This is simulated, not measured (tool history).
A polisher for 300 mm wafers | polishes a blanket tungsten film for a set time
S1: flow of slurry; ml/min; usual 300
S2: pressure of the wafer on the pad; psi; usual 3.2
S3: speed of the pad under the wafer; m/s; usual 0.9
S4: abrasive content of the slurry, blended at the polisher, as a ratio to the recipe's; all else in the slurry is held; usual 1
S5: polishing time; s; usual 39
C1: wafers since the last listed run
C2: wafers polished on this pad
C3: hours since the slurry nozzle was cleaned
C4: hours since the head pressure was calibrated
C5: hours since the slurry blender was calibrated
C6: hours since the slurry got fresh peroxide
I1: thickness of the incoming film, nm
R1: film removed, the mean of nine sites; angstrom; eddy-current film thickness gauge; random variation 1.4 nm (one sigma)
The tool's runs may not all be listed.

{"run": 1, "hour": 0.0, "S1": 300, "S2": 3.2, "S3": 0.9, "S4": 1, "S5": 39, "C1": 0, "C2": 95, "C3": 612.7, "C4": 287.3, "C5": 177.3, "C6": 41.4, "I1": 1320.6, "R1": 1262}
{"run": 2, "hour": 12.0, "S1": 300, "S2": 3.2, "S3": 0.9, "S4": 1, "S5": 39, "C1": 117, "C2": 212, "C3": 624.7, "C4": 299.3, "C5": 189.3, "C6": 53.4, "I1": 1288.3, "R1": 1307}
{"run": 3, "hour": 28.2, "S1": 300, "S2": 3.2, "S3": 0.9, "S4": 1, "S5": 39, "C1": 158, "C2": 370, "C3": 640.9, "C4": 315.5, "C5": 205.5, "C6": 69.6, "I1": 1307.6, "R1": 1306}
{"run": 4, "hour": 45.4, "S1": 300, "S2": 3.2, "S3": 0.9, "S4": 1, "S5": 39, "C1": 167, "C2": 538, "C3": 658.1, "C4": 332.7, "C5": 222.7, "C6": 86.8, "I1": 1293.9, "R1": 1294}
{"run": 5, "hour": 56.5, "S1": 300, "S2": 3.2, "S3": 0.9, "S4": 1, "S5": 39, "C1": 108, "C2": 646, "C3": 669.2, "C4": 343.8, "C5": 233.8, "C6": 97.9, "I1": 1283, "R1": 1295}
{"run": 6, "hour": 65.8, "S1": 300, "S2": 3.2, "S3": 0.9, "S4": 1, "S5": 39, "C1": 90, "C2": 737, "C3": 678.5, "C4": 353.1, "C5": 243.1, "C6": 107.2, "I1": 1296, "R1": 1305}
{"hour": 73.3, "done": "worn pad replaced by a new one"}
{"run": 7, "hour": 81.4, "S1": 300, "S2": 3.2, "S3": 0.9, "S4": 1, "S5": 31, "C1": 113, "C2": 78, "C3": 694.1, "C4": 368.7, "C5": 258.7, "C6": 122.8, "I1": 1304.7, "R1": 1041}
{"run": 8, "hour": 91.5, "S1": 300, "S2": 3.2, "S3": 0.9, "S4": 1, "S5": 39, "C1": 98, "C2": 177, "C3": 704.2, "C4": 378.8, "C5": 268.8, "C6": 132.9, "I1": 1333.9, "R1": 1315}
{"hour": 115.5, "done": "slurry tank refilled with fresh slurry and peroxide"}
{"run": 9, "hour": 133.6, "S1": 300, "S2": 3.2, "S3": 0.9, "S4": 1, "S5": 39, "C1": 401, "C2": 578, "C3": 746.3, "C4": 420.9, "C5": 310.9, "C6": 18.1, "I1": 1324.4, "R1": 1302}
{"run": 10, "hour": 139.7, "S1": 300, "S2": 3.2, "S3": 0.9, "S4": 1, "S5": 39, "C1": 59, "C2": 637, "C3": 752.4, "C4": 427, "C5": 317, "C6": 24.2, "I1": 1309.5, "R1": 1322}
{"hour": 147.3, "done": "worn pad replaced by a new one"}
{"run": 11, "hour": 190.1, "S1": 300, "S2": 3.2, "S3": 0.9, "S4": 1, "S5": 39, "C1": 452, "C2": 418, "C3": 802.8, "C4": 477.4, "C5": 367.4, "C6": 74.6, "I1": 1300.7, "R1": 1336}
{"hour": 202.3, "done": "slurry nozzle cleaned"}
{"run": 12, "hour": 202.8, "S1": 300, "S2": 3.2, "S3": 0.9, "S4": 1, "S5": 39, "C1": 114, "C2": 532, "C3": 0.5, "C4": 490.1, "C5": 380.1, "C6": 87.3, "I1": 1308.7, "R1": 1363}
{"hour": 215.6, "done": "head pressure recalibrated"}
{"run": 13, "hour": 216.1, "S1": 300, "S2": 3.2, "S3": 0.9, "S4": 1, "S5": 39, "C1": 110, "C2": 642, "C3": 13.8, "C4": 0.5, "C5": 393.4, "C6": 100.6, "I1": 1323.2, "R1": 1380}
{"hour": 220.8, "done": "worn pad replaced by a new one"}
{"run": 14, "hour": 225.9, "S1": 195, "S2": 2.3, "S3": 0.9, "S4": 1, "S5": 46, "C1": 56, "C2": 49, "C3": 23.6, "C4": 10.3, "C5": 403.2, "C6": 110.4, "I1": 1292.9, "R1": 1176}
{"hour": 246.3, "done": "slurry tank refilled with fresh slurry and peroxide"}
{"run": 15, "hour": 254.6, "S1": 300, "S2": 3.9, "S3": 0.9, "S4": 1, "S5": 51, "C1": 270, "C2": 320, "C3": 52.3, "C4": 39, "C5": 431.9, "C6": 8.3, "I1": 1336.4, "R1": 2114}
{"run": 16, "hour": 263.9, "S1": 260, "S2": 3.2, "S3": 0.9, "S4": 0.8, "S5": 45, "C1": 90, "C2": 410, "C3": 61.6, "C4": 48.3, "C5": 441.2, "C6": 17.6, "I1": 1311.2, "R1": 1465}
{"hour": 268.8, "done": "head pressure recalibrated, repeated, since the last time left the tool worse"}
{"run": 17, "hour": 273.1, "S1": 300, "S2": 3.2, "S3": 1.06, "S4": 0.8, "S5": 48, "C1": 70, "C2": 481, "C3": 70.8, "C4": 4.3, "C5": 450.4, "C6": 26.8, "I1": 1300.8, "R1": 1693}
{"run": 18, "hour": 286.6, "S1": 370, "S2": 3.5, "S3": 0.9, "S4": 1.3, "S5": 50, "C1": 131, "C2": 612, "C3": 84.3, "C4": 17.8, "C5": 463.9, "C6": 40.3, "I1": 1319.6, "R1": 1890}
{"hour": 293.8, "done": "slurry blender recalibrated"}
{"hour": 295.0, "done": "worn pad replaced by a new one"}
{"run": 19, "hour": 298.1, "S1": 360, "S2": 3.2, "S3": 0.8, "S4": 1, "S5": 39, "C1": 81, "C2": 30, "C3": 95.8, "C4": 29.3, "C5": 4.3, "C6": 51.8, "I1": 1311.6, "R1": 1137}
{"run": 20, "hour": 306.7, "S1": 215, "S2": 3.2, "S3": 0.82, "S4": 1, "S5": 39, "C1": 83, "C2": 114, "C3": 104.4, "C4": 37.9, "C5": 12.9, "C6": 60.4, "I1": 1303.4, "R1": 1084}
{"run": 21, "hour": 318.4, "S1": 300, "S2": 3.2, "S3": 0.9, "S4": 1, "S5": 39, "C1": 114, "C2": 228, "C3": 116.1, "C4": 49.6, "C5": 24.6, "C6": 72.1, "I1": 1289.1, "R1": 1241}
{"run": 22, "hour": 330.2, "S1": 300, "S2": 3.2, "S3": 0.72, "S4": 0.75, "S5": 35, "C1": 115, "C2": 343, "C3": 127.9, "C4": 61.4, "C5": 36.4, "C6": 83.9, "I1": 1323.4, "R1": 814}
{"run": 23, "hour": 345.6, "S1": 300, "S2": 3.2, "S3": 0.9, "S4": 1, "S5": 45, "C1": 150, "C2": 493, "C3": 143.3, "C4": 76.8, "C5": 51.8, "C6": 99.3, "I1": 1305.1, "R1": 1437}
{"run": 24, "hour": 354.9, "S1": 300, "S2": 3.2, "S3": 0.9, "S4": 1, "S5": 39, "C1": 90, "C2": 584, "C3": 152.6, "C4": 86.1, "C5": 61.1, "C6": 108.6, "I1": 1284, "R1": 1257}
{"run": 25, "hour": 370.8, "S1": 300, "S2": 3.2, "S3": 1.12, "S4": 1, "S5": 52, "C1": 155, "C2": 739, "C3": 168.5, "C4": 102, "C5": 77, "C6": 124.5, "I1": 1310.4, "R1": 2081}
{"hour": 381.7, "done": "worn pad replaced by a new one"}
{"run": 26, "hour": 382.2, "S1": 245, "S2": 3.8, "S3": 1.02, "S4": 1.15, "S5": 39, "C1": 72, "C2": 4, "C3": 179.9, "C4": 113.4, "C5": 88.4, "C6": 135.9, "I1": 1314.1, "R1": 1649}

Forecast each of these 4 alternatives for the next run:
{"run": "A", "hour": 382.6, "S1": 300, "S2": 3.2, "S3": 0.9, "S4": 1, "S5": 39, "C1": 3, "C2": 8, "C3": 180.3, "C4": 113.8, "C5": 88.8, "C6": 136.3, "I1": 1291.6, "R1": "?"}
{"run": "B", "hour": 382.6, "S1": 220, "S2": 3.2, "S3": 0.74, "S4": 1, "S5": 39, "C1": 3, "C2": 8, "C3": 180.3, "C4": 113.8, "C5": 88.8, "C6": 136.3, "I1": 1291.6, "R1": "?"}
{"run": "C", "hour": 382.6, "S1": 300, "S2": 2.9, "S3": 0.9, "S4": 1.25, "S5": 39, "C1": 3, "C2": 8, "C3": 180.3, "C4": 113.8, "C5": 88.8, "C6": 136.3, "I1": 1291.6, "R1": "?"}
{"run": "D", "hour": 382.6, "S1": 300, "S2": 3.8, "S3": 0.9, "S4": 1, "S5": 52, "C1": 3, "C2": 8, "C3": 180.3, "C4": 113.8, "C5": 88.8, "C6": 136.3, "I1": 1291.6, "R1": "?"}

run=A R1=1249
run=B R1=990
run=C R1=1243
run=D R1=1906
Without the tool's hidden state the same runs would have given:
run=A R1=1228
run=B R1=973
run=C R1=1222
run=D R1=1875
